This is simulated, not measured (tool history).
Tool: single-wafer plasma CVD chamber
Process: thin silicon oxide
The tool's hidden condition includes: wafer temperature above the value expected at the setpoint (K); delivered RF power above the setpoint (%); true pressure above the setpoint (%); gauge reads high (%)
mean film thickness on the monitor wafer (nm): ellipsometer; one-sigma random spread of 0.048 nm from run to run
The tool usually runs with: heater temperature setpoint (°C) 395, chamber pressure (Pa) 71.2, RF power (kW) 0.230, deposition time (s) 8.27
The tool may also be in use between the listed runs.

run    hour  heater temperature setpoint (°C)  chamber pressure (Pa)  RF power (kW)  deposition time (s)  wafers since the last listed run  hours since the last thermocouple change  hours since the last RF generator calibration  hours since the last manometer calibration  hours since the showerhead was replaced  hours since the gauge calibration  read-back reference wafer on the same gauge, thickness_nm  mean film thickness on the monitor wafer (nm)
  1     0.0                               395                   57.6          0.230                 8.27                                 0                                    1667.6                                          350.9                                      1114.3                                   3033.8                              859.1                                                      8.728                                          7.350
  2   106.4                               395                   71.2          0.230                 8.27                              5699                                    1774.0                                          457.3                                      1220.7                                   3140.2                              965.5                                                      8.704                                          9.149
  3   170.0                               395                   71.2          0.230                 8.27                              3407                                    1837.6                                          520.9                                      1284.3                                   3203.8                             1029.1                                                      8.712                                          9.133
  4   245.9                               395                   71.2          0.230                 8.27                              4065                                    1913.5                                          596.8                                      1360.2                                   3279.7                             1105.0                                                      8.721                                          9.265
  5   306.2                               391                   71.2          0.230                 8.27                              3230                                    1973.8                                          657.1                                      1420.5                                   3340.0                             1165.3                                                      8.737                                          9.200
  6   375.5                               391                   71.2          0.230                 8.27                              3712                                    2043.1                                          726.4                                      1489.8                                   3409.3                             1234.6                                                      8.729                                          9.243
  7   418.3                               395                   71.2          0.230                 8.27                              2292                                    2085.9                                          769.2                                      1532.6                                   3452.1                             1277.4                                                      8.737                                          9.219
  8   463.3                               395                   71.2          0.230                 8.27                              2410                                    2130.9                                          814.2                                      1577.6                                   3497.1                             1322.4                                                      8.739                                          9.208
  9   512.4                               392                   71.2          0.230                 8.27                              2630                                    2180.0                                          863.3                                      1626.7                                   3546.2                             1371.5                                                      8.739                                          9.118
 10   551.4                               395                   71.2          0.220                 8.27                              2089                                    2219.0                                          902.3                                      1665.7                                   3585.2                             1410.5                                                      8.759                                          8.942
      594.7  -- thermocouple changed; heater temperature recalibrated
      634.1  -- gauge calibrated
 11   657.6                               395                   71.2          0.220                 8.27                              5260                                      62.9                                         1008.5                                      1771.9                                   3691.4                               23.5                                                      8.546                                          8.661
      722.3  -- showerhead replaced
 12   725.1                               395                   71.2          0.220                 8.27                              3187                                     130.4                                         1076.0                                      1839.4                                      2.8                               91.0                                                      8.561                                          8.730
 13   779.5                               395                   71.2          0.230                 8.27                              2914                                     184.8                                         1130.4                                      1893.8                                     57.2                              145.4                                                      8.608                                          8.984
 14   855.3                               395                   60.3          0.260                 8.27                              4060                                     260.6                                         1206.2                                      1969.6                                    133.0                              221.2                                                      8.613                                          8.182
 15   950.6                               395                   71.2          0.230                 8.27                              5105                                     355.9                                         1301.5                                      2064.9                                    228.3                              316.5                                                      8.656                                          9.010
 16  1045.1                               386                   71.2          0.230                 9.64                              5062                                     450.4                                         1396.0                                      2159.4                                    322.8                              411.0                                                      8.691                                         10.630
 17  1118.7                               399                   54.9          0.255                 9.53                              3942                                     524.0                                         1469.6                                      2233.0                                    396.4                              484.6                                                      8.716                                          8.494
     1144.2  -- capacitance manometer re-zeroed and calibrated
 18  1161.7                               395                   80.4          0.230                 6.67                              1874                                     567.0                                         1512.6                                        17.5                                    439.4                              527.6                                                      8.699                                          8.293
 19  1212.6                               399                   82.1          0.190                 7.08                              2726                                     617.9                                         1563.5                                        68.4                                    490.3                              578.5                                                      8.677                                          7.974
     1263.2  -- RF generator calibrated
 20  1311.9                               395                   71.2          0.205                 8.27                              4890                                     717.2                                           48.7                                       167.7                                    589.6                              677.8                                                      8.733                                          8.537
 21  1365.5                               395                   71.2          0.230                 8.27                              2871                                     770.8                                          102.3                                       221.3                                    643.2                              731.4                                                      8.716                                          9.078
 22  1447.1                               406                   71.2          0.230                 6.63                              4371                                     852.4                                          183.9                                       302.9                                    724.8                              813.0                                                      8.704                                          7.246
 23  1494.0                               407                   59.1          0.190                 9.07                              2512                                     899.3                                          230.8                                       349.8                                    771.7                              859.9                                                      8.721                                          7.394
 24  1579.2                               395                   84.1          0.270                 9.35                              4564                                     984.5                                          316.0                                       435.0                                    856.9                              945.1                                                      8.724                                         13.282
 25  1616.1                               395                   86.1          0.230                 8.27                              1976                                    1021.4                                          352.9                                       471.9                                    893.8                              982.0                                                      8.755                                         11.207
 26  1674.9                               406                   71.2          0.230                 8.27                              3149                                    1080.2                                          411.7                                       530.7                                    952.6                             1040.8                                                      8.757                                          9.116
 27  1731.3                               395                   71.2          0.230                 7.29                              3021                                    1136.6                                          468.1                                       587.1                                   1009.0                             1097.2                                                      8.741                                          8.143
 28  1811.4                               405                   71.2          0.230                 9.02                              4290                                    1216.7                                          548.2                                       667.2                                   1089.1                             1177.3                                                      8.739                                          9.867
 29  1849.9                               405                   71.2          0.230                 9.02                              2062                                    1255.2                                          586.7                                       705.7                                   1127.6                             1215.8                                                      8.762                                          9.933
 30  2014.5                               395                   71.2          0.230                 8.27                              8817                                    1419.8                                          751.3                                       870.3                                   1292.2                             1380.4                                                      8.753                                          9.220

Some steps in mean film thickness on the monitor wafer (nm) between neighbouring runs. How much of each would the tool show without its hidden state too (settings, what came in, random variation), and how much is left for the hidden state, with any gauge scatter that isn't in both results?
Run 10 -> 11: thermocouple changed; heater temperature recalibrated, gauge calibrated. mean film thickness on the monitor wafer (nm) -0.281: hidden state -0.208, all else -0.073.
Run 15 -> 16: heater temperature setpoint (°C) 395 -> 386, deposition time (s) 8.27 -> 9.64. mean film thickness on the monitor wafer (nm) +1.620: hidden state +0.057, all else +1.563.
Run 16 -> 17: heater temperature setpoint (°C) 386 -> 399, chamber pressure (Pa) 71.2 -> 54.9, RF power (kW) 0.230 -> 0.255, deposition time (s) 9.64 -> 9.53. mean film thickness on the monitor wafer (nm) -2.136: hidden state -0.030, all else -2.106.
Run 23 -> 24: heater temperature setpoint (°C) 407 -> 395, chamber pressure (Pa) 59.1 -> 84.1, RF power (kW) 0.190 -> 0.270, deposition time (s) 9.07 -> 9.35. mean film thickness on the monitor wafer (nm) +5.888: hidden state +0.170, all else +5.718.
Run 25 -> 26: heater temperature setpoint (°C) 395 -> 406, chamber pressure (Pa) 86.1 -> 71.2. mean film thickness on the monitor wafer (nm) -2.091: hidden state -0.055, all else -2.036.
